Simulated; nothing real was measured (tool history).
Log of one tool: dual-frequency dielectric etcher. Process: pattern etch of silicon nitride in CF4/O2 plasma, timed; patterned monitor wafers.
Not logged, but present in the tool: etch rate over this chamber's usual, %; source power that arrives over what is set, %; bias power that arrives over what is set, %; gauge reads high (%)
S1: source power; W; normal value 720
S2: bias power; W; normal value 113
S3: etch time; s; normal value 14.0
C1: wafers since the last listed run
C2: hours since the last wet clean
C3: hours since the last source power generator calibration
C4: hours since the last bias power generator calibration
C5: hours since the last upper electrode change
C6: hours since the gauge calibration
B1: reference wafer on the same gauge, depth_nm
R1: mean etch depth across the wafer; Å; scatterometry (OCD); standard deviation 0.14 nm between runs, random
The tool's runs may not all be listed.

run,hour,S1,S2,S3,C1,C2,C3,C4,C5,C6,B1,R1
1,0.0,720,113,12.5,0,383.9,3694.2,2369.0,1851.9,101.6,34.60,309.9
2,17.3,720,113,12.5,334,401.2,3711.5,2386.3,1869.2,118.9,34.60,313.9
3,24.6,720,113,12.5,141,408.5,3718.8,2393.6,1876.5,126.2,34.57,314.7
4,37.4,720,113,14.0,247,421.3,3731.6,2406.4,1889.3,139.0,34.56,347.2
5,48.2,720,113,14.0,208,432.1,3742.4,2417.2,1900.1,149.8,34.60,352.4
6,56.4,760,103,14.0,158,440.3,3750.6,2425.4,1908.3,158.0,34.57,346.3
7,63.1,760,103,14.0,129,447.0,3757.3,2432.1,1915.0,164.7,34.57,351.4
8,69.1,720,113,12.0,116,453.0,3763.3,2438.1,1921.0,170.7,34.62,304.9
# hour 76.3: bias power generator calibrated
9,79.1,720,113,12.0,116,463.0,3773.3,2.8,1931.0,180.7,34.61,301.2
10,94.5,720,113,12.0,298,478.4,3788.7,18.2,1946.4,196.1,34.61,302.9
# hour 125.8: wet clean of the chamber
11,126.3,720,113,14.0,150,0.5,3820.5,50.0,1978.2,227.9,34.59,333.3
12,126.6,720,113,12.5,5,0.8,3820.8,50.3,1978.5,228.2,34.56,298.1
13,133.1,810,136,14.0,125,7.3,3827.3,56.8,1985.0,234.7,34.65,404.2
14,147.0,900,92,18.0,268,21.2,3841.2,70.7,1998.9,248.6,34.59,458.4

What will run 15 give?
# hour 154.4: gauge calibrated
# hour 174.3: source power generator calibrated
# hour 176.4: upper electrode replaced
15,176.9,580,113,18.0,461,51.1,2.6,100.6,0.5,22.5,?,?

B1: 34.60
R1: 366.9 Å
With no hidden state in the tool, this same run would have given R1 367.1 Å.
